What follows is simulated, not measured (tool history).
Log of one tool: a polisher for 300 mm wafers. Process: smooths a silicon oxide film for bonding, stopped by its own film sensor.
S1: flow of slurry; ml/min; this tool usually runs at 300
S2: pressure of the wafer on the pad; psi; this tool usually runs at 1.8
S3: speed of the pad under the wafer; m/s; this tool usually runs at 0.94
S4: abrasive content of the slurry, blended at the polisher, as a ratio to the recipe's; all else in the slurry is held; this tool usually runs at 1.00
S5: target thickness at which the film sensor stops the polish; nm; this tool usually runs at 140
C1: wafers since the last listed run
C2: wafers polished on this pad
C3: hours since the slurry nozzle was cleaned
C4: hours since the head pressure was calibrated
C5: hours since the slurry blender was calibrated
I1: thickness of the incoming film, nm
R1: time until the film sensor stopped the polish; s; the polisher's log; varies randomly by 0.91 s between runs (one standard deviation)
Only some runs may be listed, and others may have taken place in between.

| run | hour | S1 | S2 | S3 | S4 | S5 | C1 | C2 | C3 | C4 | C5 | I1 | R1 |
|---|---|---|---|---|---|---|---|---|---|---|---|---|---|
| 1 | 0.0 | 300 | 1.8 | 0.94 | 1.00 | 140 | 0 | 2399 | 440.2 | 644.2 | 51.9 | 180.2 | 76.5 |
|  | 10.9 | slurry nozzle cleaned |
|  | 14.6 | head pressure recalibrated |
| 2 | 52.6 | 300 | 1.8 | 0.94 | 1.00 | 140 | 677 | 3077 | 41.7 | 38.0 | 104.5 | 178.8 | 73.3 |
| 3 | 109.6 | 300 | 1.8 | 0.94 | 1.00 | 140 | 778 | 3855 | 98.7 | 95.0 | 161.5 | 180.8 | 77.2 |
| 4 | 191.8 | 300 | 1.8 | 0.94 | 1.00 | 140 | 1122 | 4978 | 180.9 | 177.2 | 243.7 | 179.7 | 77.0 |
| 5 | 261.1 | 300 | 1.8 | 0.94 | 1.00 | 140 | 946 | 5925 | 250.2 | 246.5 | 313.0 | 175.8 | 70.3 |
| 6 | 309.2 | 300 | 1.8 | 0.94 | 1.00 | 140 | 657 | 6582 | 298.3 | 294.6 | 361.1 | 177.1 | 74.3 |
|  | 316.6 | worn pad replaced by a new one |
| 7 | 355.4 | 300 | 2.0 | 0.94 | 1.00 | 140 | 576 | 529 | 344.5 | 340.8 | 407.3 | 179.8 | 72.0 |
| 8 | 413.3 | 300 | 1.8 | 0.94 | 1.10 | 140 | 790 | 1320 | 402.4 | 398.7 | 465.2 | 176.7 | 70.6 |
|  | 437.9 | slurry blender recalibrated |
| 9 | 486.4 | 300 | 1.8 | 0.94 | 1.10 | 140 | 971 | 2291 | 475.5 | 471.8 | 48.5 | 178.1 | 69.3 |
|  | 500.8 | slurry nozzle cleaned |
| 10 | 646.7 | 300 | 1.8 | 0.94 | 1.10 | 140 | 2176 | 4468 | 145.9 | 632.1 | 208.8 | 178.2 | 69.7 |
| 11 | 692.9 | 300 | 1.8 | 0.94 | 1.00 | 140 | 631 | 5099 | 192.1 | 678.3 | 255.0 | 179.9 | 75.2 |
| 12 | 737.2 | 300 | 1.8 | 0.94 | 1.00 | 140 | 605 | 5704 | 236.4 | 722.6 | 299.3 | 181.6 | 79.8 |
|  | 816.6 | head pressure recalibrated |
| 13 | 831.9 | 300 | 1.8 | 0.94 | 1.00 | 140 | 1266 | 6970 | 331.1 | 15.3 | 394.0 | 176.4 | 73.1 |
|  | 855.1 | worn pad replaced by a new one |
|  | 894.0 | slurry blender recalibrated |
| 14 | 932.0 | 230 | 1.8 | 0.94 | 0.70 | 140 | 1285 | 1023 | 431.2 | 115.4 | 38.0 | 183.1 | 97.3 |
|  | 997.4 | slurry nozzle cleaned |
| 15 | 1031.1 | 240 | 1.6 | 0.94 | 0.75 | 154 | 1340 | 2363 | 33.7 | 214.5 | 137.1 | 182.2 | 67.7 |
| 16 | 1114.5 | 300 | 2.2 | 1.06 | 1.00 | 149 | 1139 | 3503 | 117.1 | 297.9 | 220.5 | 180.3 | 45.2 |
|  | 1265.3 | worn pad replaced by a new one |
| 17 | 1324.8 | 300 | 1.8 | 0.94 | 1.00 | 146 | 2818 | 813 | 327.4 | 508.2 | 430.8 | 179.6 | 67.4 |
|  | 1361.5 | slurry blender recalibrated |
| 18 | 1376.9 | 250 | 1.8 | 0.66 | 1.00 | 132 | 684 | 1497 | 379.5 | 560.3 | 15.4 | 181.0 | 122.1 |
|  | 1413.4 | slurry nozzle cleaned |
| 19 | 1441.1 | 205 | 1.8 | 0.94 | 0.70 | 140 | 863 | 2360 | 27.7 | 624.5 | 79.6 | 178.7 | 87.0 |
|  | 1486.6 | head pressure recalibrated |
| 20 | 1535.3 | 300 | 1.8 | 0.94 | 1.00 | 140 | 1259 | 3620 | 121.9 | 48.7 | 173.8 | 178.1 | 72.6 |
| 21 | 1621.9 | 220 | 1.6 | 0.64 | 1.00 | 129 | 1183 | 4803 | 208.5 | 135.3 | 260.4 | 178.3 | 144.5 |
|  | 1683.8 | worn pad replaced by a new one |
| 22 | 1684.3 | 300 | 2.2 | 0.94 | 1.00 | 140 | 797 | 6 | 270.9 | 197.7 | 322.8 | 179.5 | 65.4 |
| 23 | 1726.8 | 300 | 2.2 | 0.84 | 1.00 | 140 | 580 | 587 | 313.4 | 240.2 | 365.3 | 182.8 | 77.0 |
| 24 | 1803.6 | 220 | 1.8 | 0.94 | 1.00 | 140 | 1049 | 1636 | 390.2 | 317.0 | 442.1 | 180.6 | 83.9 |
| 25 | 1844.7 | 340 | 1.8 | 0.94 | 0.85 | 140 | 561 | 2198 | 431.3 | 358.1 | 483.2 | 182.2 | 93.9 |
|  | 1858.9 | slurry nozzle cleaned |
|  | 1890.6 | slurry blender recalibrated |
| 26 | 1922.0 | 300 | 1.8 | 0.94 | 1.00 | 136 | 1015 | 3213 | 63.1 | 435.4 | 31.4 | 179.1 | 82.3 |
| 27 | 1964.9 | 300 | 2.2 | 0.78 | 1.00 | 140 | 586 | 3799 | 106.0 | 478.3 | 74.3 | 178.0 | 69.2 |
| 28 | 2001.9 | 300 | 1.2 | 0.94 | 1.00 | 140 | 505 | 4304 | 143.0 | 515.3 | 111.3 | 182.5 | 111.0 |
| 29 | 2081.0 | 360 | 1.3 | 0.94 | 1.00 | 134 | 1080 | 5385 | 222.1 | 594.4 | 190.4 | 180.7 | 114.6 |

Run-by-run hidden state of the tool:
removal rate lost through wear of the pad, %: 0, the same for each run
slurry flow missing at the pad, %: 0, the same for each run
deviation of the head's pressure from its setpoint, %: 0, the same for each run
H1: abrasive missing from the slurry, %
| run | H1 |
|---|---|
| 1 | 0.735 |
| 2 | 1.38 |
| 3 | 2.57 |
| 4 | 5.18 |
| 5 | 8.21 |
| 6 | 10.8 |
| 7 | 13.5 |
| 8 | 17.5 |
| 9 | 2.62 |
| 10 | 5.85 |
| 11 | 7.53 |
| 12 | 9.46 |
| 13 | 14.6 |
| 14 | 0.712 |
| 15 | 2.07 |
| 16 | 4.41 |
| 17 | 15.2 |
| 18 | 1.31 |
| 19 | 1.79 |
| 20 | 3.66 |
| 21 | 6.61 |
| 22 | 9.47 |
| 23 | 11.8 |
| 24 | 16.6 |
| 25 | 19.6 |
| 26 | 0.189 |
| 27 | 0.545 |
| 28 | 1.08 |
| 29 | 2.96 |

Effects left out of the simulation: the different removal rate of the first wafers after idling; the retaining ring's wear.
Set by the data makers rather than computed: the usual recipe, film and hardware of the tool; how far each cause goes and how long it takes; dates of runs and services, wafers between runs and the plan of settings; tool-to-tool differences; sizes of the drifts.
